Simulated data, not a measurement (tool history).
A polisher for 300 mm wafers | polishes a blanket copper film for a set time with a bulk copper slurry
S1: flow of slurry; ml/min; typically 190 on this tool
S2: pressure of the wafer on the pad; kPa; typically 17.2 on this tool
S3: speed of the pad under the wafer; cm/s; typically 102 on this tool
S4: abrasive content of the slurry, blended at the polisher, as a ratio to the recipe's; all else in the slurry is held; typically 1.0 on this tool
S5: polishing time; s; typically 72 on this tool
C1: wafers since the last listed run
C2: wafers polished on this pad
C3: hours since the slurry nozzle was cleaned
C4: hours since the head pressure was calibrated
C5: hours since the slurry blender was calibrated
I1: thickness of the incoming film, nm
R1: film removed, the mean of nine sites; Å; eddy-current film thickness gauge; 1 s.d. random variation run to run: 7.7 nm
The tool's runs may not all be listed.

run	hour	S1	S2	S3	S4	S5	C1	C2	C3	C4	C5	I1	R1
1	0.0	190	17.2	116	1.0	62	0	1366	45.1	85.5	147.6	3300.8	4959
2	65.3	190	17.2	116	1.0	62	383	1749	110.4	150.8	212.9	3326.2	4796
3	118.4	190	17.2	116	1.0	62	311	2061	163.5	203.9	266.0	3269.9	4836
# hour 134.3: worn pad replaced by a new one
4	214.8	190	17.2	102	1.0	72	542	472	259.9	300.3	362.4	3266.4	4963
# hour 280.5: slurry blender recalibrated
5	415.0	190	17.2	102	1.0	72	1163	1635	460.1	500.5	134.5	3246.0	5120
# hour 457.1: worn pad replaced by a new one
6	493.3	190	17.2	102	1.0	72	436	212	538.4	578.8	212.8	3291.1	4823
7	536.9	190	17.2	102	1.0	63	255	468	582.0	622.4	256.4	3321.0	4362
# hour 620.4: slurry nozzle cleaned
# hour 654.5: slurry blender recalibrated
8	680.6	190	17.2	102	1.0	63	825	1293	60.2	766.1	26.1	3292.8	4590
9	757.6	190	17.2	102	1.0	63	451	1745	137.2	843.1	103.1	3268.6	4480
# hour 846.0: worn pad replaced by a new one
10	866.6	190	17.2	102	1.0	72	616	120	246.2	952.1	212.1	3300.7	5023

Forecast run 11:
11	951.7	190	17.2	76	0.9	72	499	620	331.3	1037.2	297.2	3295.3	?

Run 11 gave R1 3499 Å.
Had the tool carried no hidden state, the very same run would have given R1 3771 Å.
